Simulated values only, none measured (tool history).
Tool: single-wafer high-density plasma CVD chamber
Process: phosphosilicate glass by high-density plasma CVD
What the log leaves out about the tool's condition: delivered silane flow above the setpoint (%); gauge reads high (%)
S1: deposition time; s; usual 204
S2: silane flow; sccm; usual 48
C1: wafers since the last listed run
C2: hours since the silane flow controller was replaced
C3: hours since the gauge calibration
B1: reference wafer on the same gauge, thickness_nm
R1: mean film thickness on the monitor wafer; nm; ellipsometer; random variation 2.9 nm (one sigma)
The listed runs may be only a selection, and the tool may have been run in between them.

run 1 hour=0 | S1=204 S2=48 | C1=0 C2=3443.5 C3=21.4 | B1=1108.965 | R1=1058.826
run 2 hour=31.2 | S1=204 S2=48 | C1=317 C2=3474.7 C3=52.6 | B1=1108.768 | R1=1067.272
run 3 hour=65.2 | S1=204 S2=48 | C1=346 C2=3508.7 C3=86.6 | B1=1110.626 | R1=1064.618
run 4 hour=91.4 | S1=185 S2=48 | C1=266 C2=3534.9 C3=112.8 | B1=1110.786 | R1=970.176
run 5 hour=142.8 | S1=185 S2=48 | C1=523 C2=3586.3 C3=164.2 | B1=1110.551 | R1=969.589
run 6 hour=167.5 | S1=185 S2=48 | C1=251 C2=3611 C3=188.9 | B1=1109.516 | R1=965.671
run 7 hour=200.1 | S1=176 S2=42 | C1=332 C2=3643.6 C3=221.5 | B1=1108.405 | R1=804.093
run 8 hour=237.9 | S1=176 S2=42 | C1=385 C2=3681.4 C3=259.3 | B1=1109.672 | R1=803.102
run 9 hour=288.2 | S1=176 S2=42 | C1=512 C2=3731.7 C3=309.6 | B1=1108.071 | R1=805.26
run 10 hour=353.2 | S1=204 S2=48 | C1=662 C2=3796.7 C3=374.6 | B1=1109.03 | R1=1066.28
run 11 hour=407.2 | S1=204 S2=48 | C1=550 C2=3850.7 C3=428.6 | B1=1109.293 | R1=1068.967
run 12 hour=454.6 | S1=173 S2=51 | C1=482 C2=3898.1 C3=476 | B1=1109.688 | R1=961.303

Estimate the outcome of run 13 from the log above:
run 13 hour=489 | S1=182 S2=54 | C1=350 C2=3932.5 C3=510.4 | B1=? | R1=?

{"run 13": {"B1": 1111.003, "R1": 1071.832}}
With the hidden condition absent and the run-to-run variation left alone, this run would have shown R1 1007.463 nm.
